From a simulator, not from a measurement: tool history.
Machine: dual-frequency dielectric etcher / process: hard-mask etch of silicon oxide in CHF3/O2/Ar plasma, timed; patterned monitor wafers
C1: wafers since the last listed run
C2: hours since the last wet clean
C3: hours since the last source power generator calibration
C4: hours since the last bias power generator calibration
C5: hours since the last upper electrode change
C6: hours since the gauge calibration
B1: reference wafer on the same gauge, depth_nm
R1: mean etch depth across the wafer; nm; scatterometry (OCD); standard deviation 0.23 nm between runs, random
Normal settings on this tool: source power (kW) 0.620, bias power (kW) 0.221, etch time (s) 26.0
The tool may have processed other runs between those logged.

run 1 hour=0.0 | source_power_(kW)=0.550 bias_power_(kW)=0.221 etch_time_(s)=26.0 | C1=0 C2=455.3 C3=3911.1 C4=2979.9 C5=4114.5 C6=401.6 | B1=48.5 | R1=58.9
run 2 hour=12.4 | source_power_(kW)=0.620 bias_power_(kW)=0.221 etch_time_(s)=26.0 | C1=109 C2=467.7 C3=3923.5 C4=2992.3 C5=4126.9 C6=414.0 | B1=48.6 | R1=62.2
run 3 hour=47.3 | source_power_(kW)=0.620 bias_power_(kW)=0.190 etch_time_(s)=26.0 | C1=307 C2=502.6 C3=3958.4 C4=3027.2 C5=4161.8 C6=448.9 | B1=48.5 | R1=60.2
run 4 hour=70.4 | source_power_(kW)=0.620 bias_power_(kW)=0.190 etch_time_(s)=26.0 | C1=203 C2=525.7 C3=3981.5 C4=3050.3 C5=4184.9 C6=472.0 | B1=48.5 | R1=59.9
run 5 hour=92.0 | source_power_(kW)=0.620 bias_power_(kW)=0.190 etch_time_(s)=26.0 | C1=190 C2=547.3 C3=4003.1 C4=3071.9 C5=4206.5 C6=493.6 | B1=48.5 | R1=60.2
-- hour=98.4 bias power generator calibrated
-- hour=122.5 wet clean of the chamber
run 6 hour=123.0 | source_power_(kW)=0.620 bias_power_(kW)=0.221 etch_time_(s)=26.0 | C1=26 C2=0.5 C3=4034.1 C4=24.6 C5=4237.5 C6=524.6 | B1=48.5 | R1=60.5
-- hour=139.4 source power generator calibrated
run 7 hour=139.9 | source_power_(kW)=0.620 bias_power_(kW)=0.221 etch_time_(s)=26.0 | C1=113 C2=17.4 C3=0.5 C4=41.5 C5=4254.4 C6=541.5 | B1=48.5 | R1=60.2
run 8 hour=160.1 | source_power_(kW)=0.680 bias_power_(kW)=0.258 etch_time_(s)=26.0 | C1=177 C2=37.6 C3=20.7 C4=61.7 C5=4274.6 C6=561.7 | B1=48.5 | R1=65.6
run 9 hour=195.2 | source_power_(kW)=0.680 bias_power_(kW)=0.258 etch_time_(s)=26.0 | C1=309 C2=72.7 C3=55.8 C4=96.8 C5=4309.7 C6=596.8 | B1=48.5 | R1=65.7
run 10 hour=218.9 | source_power_(kW)=0.760 bias_power_(kW)=0.203 etch_time_(s)=34.0 | C1=208 C2=96.4 C3=79.5 C4=120.5 C5=4333.4 C6=620.5 | B1=48.5 | R1=85.1
run 11 hour=231.4 | source_power_(kW)=0.620 bias_power_(kW)=0.221 etch_time_(s)=22.5 | C1=110 C2=108.9 C3=92.0 C4=133.0 C5=4345.9 C6=633.0 | B1=48.5 | R1=52.5
run 12 hour=252.3 | source_power_(kW)=0.730 bias_power_(kW)=0.181 etch_time_(s)=32.0 | C1=184 C2=129.8 C3=112.9 C4=153.9 C5=4366.8 C6=653.9 | B1=48.6 | R1=77.1
run 13 hour=328.2 | source_power_(kW)=0.620 bias_power_(kW)=0.221 etch_time_(s)=26.0 | C1=668 C2=205.7 C3=188.8 C4=229.8 C5=4442.7 C6=729.8 | B1=48.5 | R1=61.4
run 14 hour=360.3 | source_power_(kW)=0.620 bias_power_(kW)=0.221 etch_time_(s)=26.0 | C1=282 C2=237.8 C3=220.9 C4=261.9 C5=4474.8 C6=761.9 | B1=48.5 | R1=61.8
run 15 hour=389.7 | source_power_(kW)=0.620 bias_power_(kW)=0.221 etch_time_(s)=26.0 | C1=259 C2=267.2 C3=250.3 C4=291.3 C5=4504.2 C6=791.3 | B1=48.5 | R1=61.5
run 16 hour=442.5 | source_power_(kW)=0.620 bias_power_(kW)=0.174 etch_time_(s)=26.0 | C1=465 C2=320.0 C3=303.1 C4=344.1 C5=4557.0 C6=844.1 | B1=48.5 | R1=58.8
-- hour=450.5 gauge calibrated
-- hour=479.0 upper electrode replaced, of another model than before
run 17 hour=479.5 | source_power_(kW)=0.520 bias_power_(kW)=0.221 etch_time_(s)=26.0 | C1=114 C2=357.0 C3=340.1 C4=381.1 C5=0.5 C6=29.0 | B1=48.5 | R1=58.7
run 18 hour=500.1 | source_power_(kW)=0.620 bias_power_(kW)=0.221 etch_time_(s)=26.0 | C1=181 C2=377.6 C3=360.7 C4=401.7 C5=21.1 C6=49.6 | B1=48.5 | R1=61.6
run 19 hour=531.4 | source_power_(kW)=0.500 bias_power_(kW)=0.221 etch_time_(s)=26.0 | C1=275 C2=408.9 C3=392.0 C4=433.0 C5=52.4 C6=80.9 | B1=48.5 | R1=58.0
run 20 hour=567.0 | source_power_(kW)=0.620 bias_power_(kW)=0.190 etch_time_(s)=26.0 | C1=313 C2=444.5 C3=427.6 C4=468.6 C5=88.0 C6=116.5 | B1=48.5 | R1=61.2
run 21 hour=586.2 | source_power_(kW)=0.730 bias_power_(kW)=0.221 etch_time_(s)=26.0 | C1=169 C2=463.7 C3=446.8 C4=487.8 C5=107.2 C6=135.7 | B1=48.5 | R1=66.1
run 22 hour=620.2 | source_power_(kW)=0.550 bias_power_(kW)=0.269 etch_time_(s)=26.0 | C1=299 C2=497.7 C3=480.8 C4=521.8 C5=141.2 C6=169.7 | B1=48.5 | R1=62.3
run 23 hour=653.9 | source_power_(kW)=0.620 bias_power_(kW)=0.221 etch_time_(s)=26.0 | C1=296 C2=531.4 C3=514.5 C4=555.5 C5=174.9 C6=203.4 | B1=48.5 | R1=62.8
run 24 hour=683.5 | source_power_(kW)=0.730 bias_power_(kW)=0.181 etch_time_(s)=32.0 | C1=260 C2=561.0 C3=544.1 C4=585.1 C5=204.5 C6=233.0 | B1=48.4 | R1=78.6
-- hour=717.4 wet clean of the chamber
run 25 hour=717.9 | source_power_(kW)=0.620 bias_power_(kW)=0.221 etch_time_(s)=26.0 | C1=91 C2=0.5 C3=578.5 C4=619.5 C5=238.9 C6=267.4 | B1=48.5 | R1=60.4
run 26 hour=739.9 | source_power_(kW)=0.620 bias_power_(kW)=0.188 etch_time_(s)=26.0 | C1=193 C2=22.5 C3=600.5 C4=641.5 C5=260.9 C6=289.4 | B1=48.5 | R1=59.1
run 27 hour=767.1 | source_power_(kW)=0.750 bias_power_(kW)=0.195 etch_time_(s)=26.0 | C1=239 C2=49.7 C3=627.7 C4=668.7 C5=288.1 C6=316.6 | B1=48.5 | R1=63.6
run 28 hour=797.8 | source_power_(kW)=0.620 bias_power_(kW)=0.221 etch_time_(s)=21.5 | C1=270 C2=80.4 C3=658.4 C4=699.4 C5=318.8 C6=347.3 | B1=48.5 | R1=50.7

Estimate the outcome of run 29 from the log above:
run 29 hour=816.0 | source_power_(kW)=0.670 bias_power_(kW)=0.221 etch_time_(s)=32.5 | C1=160 C2=98.6 C3=676.6 C4=717.6 C5=337.0 C6=365.5 | B1=? | R1=?

Run 29 gave B1 48.5, R1 78.0 nm.
The same run, on a tool lacking any hidden state, would have yielded R1 77.3 nm.
